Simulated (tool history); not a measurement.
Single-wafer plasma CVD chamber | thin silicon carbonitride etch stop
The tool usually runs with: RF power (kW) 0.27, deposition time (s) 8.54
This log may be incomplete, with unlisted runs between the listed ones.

run	hour	RF power (kW)	deposition time (s)	wafers since the last listed run	hours since the last thermocouple change	hours since the last RF generator calibration	hours since the showerhead was replaced	hours since the gauge calibration	read-back reference wafer on the same gauge, thickness_nm	mean film thickness on the monitor wafer (nm)
1	0	0.27	9.19	0	1168	573.8	5942.2	639.8	6.155	5.618
2	71.4	0.27	8.54	1449	1239.4	645.2	6013.6	711.2	6.152	5.232
3	134.6	0.27	8.54	1283	1302.6	708.4	6076.8	774.4	6.151	5.2
4	171.9	0.27	8.54	757	1339.9	745.7	6114.1	811.7	6.152	5.206
5	200	0.27	8.54	570	1368	773.8	6142.2	839.8	6.146	5.209
6	236.1	0.27	8.54	732	1404.1	809.9	6178.3	875.9	6.148	5.215
7	283.9	0.255	7.3	970	1451.9	857.7	6226.1	923.7	6.147	4.402
8	338.3	0.255	7.3	1104	1506.3	912.1	6280.5	978.1	6.151	4.392
9	444.8	0.255	7.3	2162	1612.8	1018.6	6387	1084.6	6.148	4.408
10	472.9	0.27	8.54	570	1640.9	1046.7	6415.1	1112.7	6.154	5.16
11	508.2	0.27	8.54	716	1676.2	1082	6450.4	1148	6.153	5.166
# hour 558.4: thermocouple changed; heater temperature recalibrated
12	576.2	0.23	8.54	1218	17.8	1150	6518.4	1216	6.143	5.018
13	635	0.245	8.54	1193	76.6	1208.8	6577.2	1274.8	6.148	5.081
14	662.7	0.27	8.17	562	104.3	1236.5	6604.9	1302.5	6.151	4.936
15	727.4	0.27	8.17	1313	169	1301.2	6669.6	1367.2	6.148	4.977
16	772.7	0.27	8.17	919	214.3	1346.5	6714.9	1412.5	6.15	4.939
17	838.9	0.235	9.43	1343	280.5	1412.7	6781.1	1478.7	6.15	5.534
# hour 872.3: RF generator calibrated
18	907.2	0.27	8.54	1224	348.8	34.9	6849.4	1547	6.148	5.247
19	946.9	0.29	9.22	805	388.5	74.6	6889.1	1586.7	6.149	5.759
20	1008.2	0.24	8.54	1244	449.8	135.9	6950.4	1648	6.141	5.133
# hour 1009.8: gauge calibrated
21	1050.9	0.27	8.54	866	492.5	178.6	6993.1	41.1	6.155	5.288
22	1093.7	0.27	7.52	868	535.3	221.4	7035.9	83.9	6.153	4.629
23	1141.5	0.27	7.06	970	583.1	269.2	7083.7	131.7	6.153	4.337
24	1178.8	0.27	8.98	757	620.4	306.5	7121	169	6.147	5.505
25	1241.3	0.27	10.17	1268	682.9	369	7183.5	231.5	6.154	6.244
26	1274	0.27	8.17	663	715.6	401.7	7216.2	264.2	6.149	5.011
# hour 1297.7: showerhead replaced
27	1314	0.32	8.01	649	755.6	441.7	16.3	304.2	6.152	5.114
28	1379.3	0.31	9.18	1325	820.9	507	81.6	369.5	6.143	5.818
29	1446.7	0.29	7.94	1368	888.3	574.4	149	436.9	6.148	4.933
30	1487.8	0.27	8.54	834	929.4	615.5	190.1	478	6.145	5.256
31	1536.8	0.315	9.31	994	978.4	664.5	239.1	527	6.15	5.891
32	1563.8	0.29	10.14	548	1005.4	691.5	266.1	554	6.149	6.321
33	1605	0.305	8.54	836	1046.6	732.7	307.3	595.2	6.137	5.357
34	1659.7	0.27	8.54	1110	1101.3	787.4	362	649.9	6.144	5.243
35	1708.3	0.22	8.54	986	1149.9	836	410.6	698.5	6.142	5.017

The same runs without the tool's hidden state, with the same run-to-run variation:
Hidden state present: wafer temperature above the value expected at the setpoint (K); delivered RF power above the setpoint (%); gauge reads high (%).
run	mean film thickness on the monitor wafer (nm)
1	5.662
2	5.278
3	5.25
4	5.259
5	5.264
6	5.272
7	4.453
8	4.446
9	4.468
10	5.233
11	5.241
12	5.096
13	5.164
14	5.019
15	5.065
16	5.029
17	5.64
18	5.255
19	5.77
20	5.147
21	5.306
22	4.647
23	4.356
24	5.533
25	6.28
26	5.042
27	5.149
28	5.862
29	4.975
30	5.303
31	5.948
32	6.384
33	5.414
34	5.302
35	5.077

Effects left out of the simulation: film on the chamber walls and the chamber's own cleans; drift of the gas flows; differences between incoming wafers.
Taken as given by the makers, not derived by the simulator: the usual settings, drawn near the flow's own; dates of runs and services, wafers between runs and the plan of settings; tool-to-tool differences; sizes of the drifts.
